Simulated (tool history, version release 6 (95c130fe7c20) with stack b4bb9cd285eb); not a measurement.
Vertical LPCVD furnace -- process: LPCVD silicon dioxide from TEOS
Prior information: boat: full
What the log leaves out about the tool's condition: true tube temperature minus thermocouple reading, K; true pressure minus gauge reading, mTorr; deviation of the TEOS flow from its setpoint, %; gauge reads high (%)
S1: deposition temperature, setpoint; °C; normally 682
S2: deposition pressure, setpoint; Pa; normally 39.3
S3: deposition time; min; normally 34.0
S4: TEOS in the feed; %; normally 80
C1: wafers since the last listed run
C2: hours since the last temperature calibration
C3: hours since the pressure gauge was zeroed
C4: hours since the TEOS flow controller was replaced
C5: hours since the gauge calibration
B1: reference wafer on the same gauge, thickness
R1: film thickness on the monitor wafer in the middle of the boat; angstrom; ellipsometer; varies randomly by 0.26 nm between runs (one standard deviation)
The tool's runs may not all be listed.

Run 1, hour 0.0: usual settings but S2 32.7 Pa; C1 0; C2 4688.9; C3 4347.0; C4 2585.1; C5 588.5; B1 191.00. Result: R1 1577.8 angstrom.
Run 2, hour 30.0: usual settings but S2 32.7 Pa; C1 509; C2 4718.9; C3 4377.0; C4 2615.1; C5 618.5; B1 191.03. Result: R1 1578.0 angstrom.
Run 3, hour 64.4: usual settings but S2 32.7 Pa; C1 584; C2 4753.3; C3 4411.4; C4 2649.5; C5 652.9; B1 191.03. Result: R1 1576.5 angstrom.
Run 4, hour 88.7: usual settings; C1 413; C2 4777.6; C3 4435.7; C4 2673.8; C5 677.2; B1 190.94. Result: R1 1743.0 angstrom.
Run 5, hour 138.9: usual settings; C1 853; C2 4827.8; C3 4485.9; C4 2724.0; C5 727.4; B1 190.98. Result: R1 1747.5 angstrom.
Run 6, hour 175.0: usual settings; C1 613; C2 4863.9; C3 4522.0; C4 2760.1; C5 763.5; B1 191.00. Result: R1 1750.2 angstrom.
Run 7, hour 217.1: usual settings; C1 715; C2 4906.0; C3 4564.1; C4 2802.2; C5 805.6; B1 190.93. Result: R1 1749.6 angstrom.
At hour 260.9: thermocouples replaced and temperature profile calibrated.
Run 8, hour 261.4: usual settings but S3 27.0 min; C1 345; C2 0.5; C3 4608.4; C4 2846.5; C5 849.9; B1 190.97. Result: R1 1346.4 angstrom.
At hour 268.7: gauge calibrated.
Run 9, hour 314.4: usual settings but S3 27.0 min; C1 900; C2 53.5; C3 4661.4; C4 2899.5; C5 45.7; B1 190.87. Result: R1 1343.1 angstrom.
Run 10, hour 367.4: usual settings; C1 900; C2 106.5; C3 4714.4; C4 2952.5; C5 98.7; B1 190.99. Result: R1 1693.6 angstrom.
At hour 403.0: pressure gauge zeroed.
Run 11, hour 413.5: usual settings but S2 34.7 Pa, S3 40.0 min, S4 68 %; C1 375; C2 152.6; C3 10.5; C4 2998.6; C5 144.8; B1 190.97. Result: R1 1775.3 angstrom.
Run 12, hour 465.3: usual settings but S4 72 %; C1 880; C2 204.4; C3 62.3; C4 3050.4; C5 196.6; B1 191.10. Result: R1 1654.9 angstrom.
At hour 516.7: TEOS flow controller replaced.
Run 13, hour 529.3: usual settings; C1 679; C2 268.4; C3 126.3; C4 12.6; C5 260.6; B1 191.05. Result: R1 1739.9 angstrom.
Run 14, hour 587.7: usual settings but S1 685 °C, S3 26.0 min; C1 992; C2 326.8; C3 184.7; C4 71.0; C5 319.0; B1 190.96. Result: R1 1429.4 angstrom.
Run 15, hour 624.5: usual settings but S1 693 °C, S4 73 %; C1 625; C2 363.6; C3 221.5; C4 107.8; C5 355.8; B1 190.97. Result: R1 2157.8 angstrom.
Run 16, hour 688.2: usual settings but S1 675 °C, S2 30.0 Pa; C1 1082; C2 427.3; C3 285.2; C4 171.5; C5 419.5; B1 190.93. Result: R1 1276.3 angstrom.
Run 17, hour 752.6: usual settings but S2 36.7 Pa, S3 38.5 min; C1 1094; C2 491.7; C3 349.6; C4 235.9; C5 483.9; B1 191.00. Result: R1 1900.7 angstrom.
Run 18, hour 819.5: usual settings; C1 1137; C2 558.6; C3 416.5; C4 302.8; C5 550.8; B1 190.93. Result: R1 1734.8 angstrom.

What was the tool's hidden state at every run in the log?
deviation of the TEOS flow from its setpoint, %: 0 across all the runs
gauge reads high (%): 0 across all the runs
H1: true tube temperature minus thermocouple reading, K
H2: true pressure minus gauge reading, mTorr
run     H1      H2
  1   1.55   -16.3
  2   1.57   -16.3
  3   1.59   -16.3
  4   1.61   -16.3
  5   1.64   -16.4
  6   1.66   -16.4
  7   1.69   -16.4
  8  0.366   -16.4
  9  0.366   -16.4
 10  0.366   -16.5
 11  0.367   0.892
 12  0.368   0.325
 13   0.37  -0.347
 14  0.373  -0.934
 15  0.374   -1.29
 16  0.378   -1.89
 17  0.381   -2.46
 18  0.386   -3.03
